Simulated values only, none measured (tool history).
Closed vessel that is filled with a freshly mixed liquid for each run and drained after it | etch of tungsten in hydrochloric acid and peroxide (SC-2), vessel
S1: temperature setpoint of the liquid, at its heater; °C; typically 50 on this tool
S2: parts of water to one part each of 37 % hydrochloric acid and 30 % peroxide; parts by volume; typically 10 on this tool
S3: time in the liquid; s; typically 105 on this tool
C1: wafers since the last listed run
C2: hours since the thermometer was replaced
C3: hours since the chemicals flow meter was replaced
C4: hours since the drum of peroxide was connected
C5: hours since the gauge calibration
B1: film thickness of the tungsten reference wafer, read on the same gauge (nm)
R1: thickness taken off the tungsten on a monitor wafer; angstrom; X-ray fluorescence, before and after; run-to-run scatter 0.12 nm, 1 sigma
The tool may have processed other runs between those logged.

run,hour,S1,S2,S3,C1,C2,C3,C4,C5,B1,R1
1,0,50,10,105,0,865.8,46.2,624.6,985.4,29.98,105.1
2,104.8,50,10,105,7859,970.6,151,729.4,1090.2,30.04,104.7
3,205.9,50,10,105,7582,1071.7,252.1,830.5,1191.3,30,102.5
4,249.3,50,10,105,3254,1115.1,295.5,873.9,1234.7,29.98,102.7
5,493.4,50,10,105,18306,1359.2,539.6,1118,1478.8,29.96,99.9
6,541.8,50,10,105,3629,1407.6,588,1166.4,1527.2,29.96,100.6
7,628.6,50,10,105,6509,1494.4,674.8,1253.2,1614,29.99,97.6
8,686.9,50,10,105,4372,1552.7,733.1,1311.5,1672.3,30.05,97.2
# hour 709.6: thermometer replaced
9,748.4,50,10,105,4537,38.8,794.6,1373,1733.8,29.97,114.4
# hour 755.3: new drum of peroxide connected
10,804.5,50,10,135,4132,94.9,850.7,49.2,1789.9,29.99,151.1
11,866.8,50,10,135,4672,157.2,913,111.5,1852.2,30.01,151
12,920.4,50,10,105,4019,210.8,966.6,165.1,1905.8,30.06,117.7
13,1027.1,50,14.5,130,8002,317.5,1073.3,271.8,2012.5,30.01,105.8
14,1121.9,50,10,105,7109,412.3,1168.1,366.6,2107.3,29.98,113
15,1158.3,55.5,7,60,2729,448.7,1204.5,403,2143.7,29.97,122.4
# hour 1189.8: chemicals flow meter replaced
16,1198.1,54,14.5,145,2909,488.5,8.3,442.8,2183.5,30,145.7
17,1269.4,43.5,6.5,155,5347,559.8,79.6,514.1,2254.8,30.01,149.1
18,1333.7,50,5.5,105,4822,624.1,143.9,578.4,2319.1,29.97,176.8
# hour 1367.1: gauge calibrated
19,1401.2,50,10,105,5062,691.6,211.4,645.9,34.1,30.02,108.2
20,1494.2,50,10,105,6974,784.6,304.4,738.9,127.1,29.99,109.3
21,1574.8,55.5,10,165,6044,865.2,385,819.5,207.7,29.98,247.4
22,1617.7,50,8.5,105,3217,908.1,427.9,862.4,250.6,29.99,123
23,1666.5,54,7.5,65,3659,956.9,476.7,911.2,299.4,30,109.3
24,1704.5,57,5,50,2849,994.9,514.7,949.2,337.4,29.99,138.7
25,1767.3,55,5,50,4709,1057.7,577.5,1012,400.2,29.97,119.6

Forecast each of these 4 alternatives for the next run:
A,1768,50,10,105,52,1058.4,578.2,1012.7,400.9,?,?
B,1768,43.5,10,105,52,1058.4,578.2,1012.7,400.9,?,?
C,1768,43.5,6.5,160,52,1058.4,578.2,1012.7,400.9,?,?
D,1768,41.5,12,65,52,1058.4,578.2,1012.7,400.9,?,?

run,B1,R1
A,30.02,105.3
B,30.02,67.4
C,30.02,145.1
D,30.02,31
Had the tool no hidden state, the same runs would have come out as:
run,R1
A,119.7
B,76.9
C,165.5
D,35.5
